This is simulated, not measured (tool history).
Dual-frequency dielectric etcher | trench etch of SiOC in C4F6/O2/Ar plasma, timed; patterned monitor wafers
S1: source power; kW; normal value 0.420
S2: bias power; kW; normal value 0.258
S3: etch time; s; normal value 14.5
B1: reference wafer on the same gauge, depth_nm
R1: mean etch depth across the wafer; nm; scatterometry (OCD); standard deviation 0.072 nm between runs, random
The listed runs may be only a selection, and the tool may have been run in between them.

run,hour,S1,S2,S3,B1,R1
1,0.0,0.420,0.258,14.5,37.32,36.57
2,10.0,0.420,0.258,14.5,37.31,36.64
3,24.8,0.480,0.258,13.0,37.30,35.02
# hour 64.4: bias power generator calibrated
4,64.7,0.480,0.258,13.0,37.30,35.21
5,75.3,0.420,0.258,14.5,37.32,37.03
6,92.7,0.420,0.258,14.5,37.29,37.01
# hour 102.4: source power generator calibrated
# hour 123.6: upper electrode replaced
7,124.1,0.420,0.258,14.5,37.29,37.09
8,124.4,0.470,0.258,10.0,37.31,26.92
9,132.2,0.510,0.258,10.5,37.29,29.39
# hour 146.3: gauge calibrated
# hour 167.7: wet clean of the chamber
10,168.2,0.420,0.279,12.5,37.31,31.47
11,168.5,0.470,0.225,19.0,37.30,47.10
12,173.4,0.420,0.258,12.0,37.31,29.37
13,190.0,0.420,0.258,13.5,37.31,33.26
14,200.6,0.420,0.258,14.5,37.29,35.71
15,214.2,0.420,0.258,14.5,37.28,35.66

Consider 3 possible next runs. They are alternatives, not a sequence: every one starts from the tool as it was left by run 15. What does each give?
A,214.6,0.420,0.258,14.5,?,?
B,214.6,0.390,0.306,14.5,?,?
C,214.6,0.340,0.320,14.5,?,?

run,B1,R1
A,37.30,35.76
B,37.30,36.35
C,37.30,34.63
The same runs, with their run-to-run variation unchanged, on a tool lacking any hidden condition would have given:
run,R1
A,35.41
B,36.00
C,34.30
